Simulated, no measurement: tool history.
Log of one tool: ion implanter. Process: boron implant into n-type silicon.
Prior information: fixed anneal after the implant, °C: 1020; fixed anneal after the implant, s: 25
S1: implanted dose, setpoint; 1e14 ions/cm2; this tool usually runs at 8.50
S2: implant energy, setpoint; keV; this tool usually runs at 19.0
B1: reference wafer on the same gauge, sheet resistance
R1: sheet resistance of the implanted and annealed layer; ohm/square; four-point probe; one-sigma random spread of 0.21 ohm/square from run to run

| run | hour | S1 | S2 | B1 | R1 |
|---|---|---|---|---|---|
| 1 | 0.0 | 8.50 | 19.0 | 146.96 | 142.36 |
| 2 | 14.2 | 8.50 | 19.0 | 146.96 | 142.41 |
| 3 | 46.3 | 8.50 | 19.0 | 147.07 | 142.85 |
| 4 | 58.6 | 8.50 | 22.0 | 146.89 | 140.64 |
|  | 96.8 | Faraday cup replaced and dose calibrated |
| 5 | 107.2 | 8.50 | 22.0 | 147.03 | 135.98 |
| 6 | 119.4 | 7.27 | 19.0 | 146.99 | 157.95 |
| 7 | 134.8 | 7.27 | 19.0 | 146.90 | 158.34 |
| 8 | 148.1 | 7.27 | 19.0 | 147.00 | 158.16 |
| 9 | 162.5 | 8.50 | 19.0 | 147.07 | 138.13 |
|  | 163.6 | gauge calibrated |
| 10 | 177.5 | 8.50 | 19.0 | 147.03 | 137.94 |
| 11 | 186.0 | 8.50 | 19.0 | 147.03 | 137.90 |
| 12 | 199.9 | 8.50 | 21.0 | 147.00 | 136.68 |
| 13 | 212.5 | 7.05 | 17.0 | 146.85 | 164.55 |
|  | 227.2 | extraction supply calibrated |
| 14 | 229.0 | 8.50 | 24.5 | 146.98 | 135.11 |
| 15 | 239.8 | 8.50 | 19.0 | 146.98 | 137.96 |
| 16 | 246.9 | 10.21 | 25.5 | 147.03 | 115.31 |
| 17 | 256.9 | 6.87 | 16.5 | 147.05 | 168.15 |
| 18 | 268.5 | 6.96 | 16.5 | 146.97 | 166.57 |
| 19 | 284.1 | 7.27 | 25.0 | 146.96 | 154.38 |
| 20 | 294.0 | 8.50 | 19.0 | 147.01 | 138.28 |

Predict each of these 3 candidate next runs independently; none follows another, all start after run 20:
| A | 294.4 | 8.50 | 19.0 | ? | ? |
| B | 294.4 | 10.35 | 23.5 | ? | ? |
| C | 294.4 | 6.12 | 22.5 | ? | ? |

| run | B1 | R1 |
|---|---|---|
| A | 147.04 | 137.97 |
| B | 147.04 | 114.58 |
| C | 147.04 | 180.16 |
What these runs would have given with no unlogged condition in the tool:
| run | R1 |
|---|---|
| A | 136.54 |
| B | 113.43 |
| C | 178.33 |

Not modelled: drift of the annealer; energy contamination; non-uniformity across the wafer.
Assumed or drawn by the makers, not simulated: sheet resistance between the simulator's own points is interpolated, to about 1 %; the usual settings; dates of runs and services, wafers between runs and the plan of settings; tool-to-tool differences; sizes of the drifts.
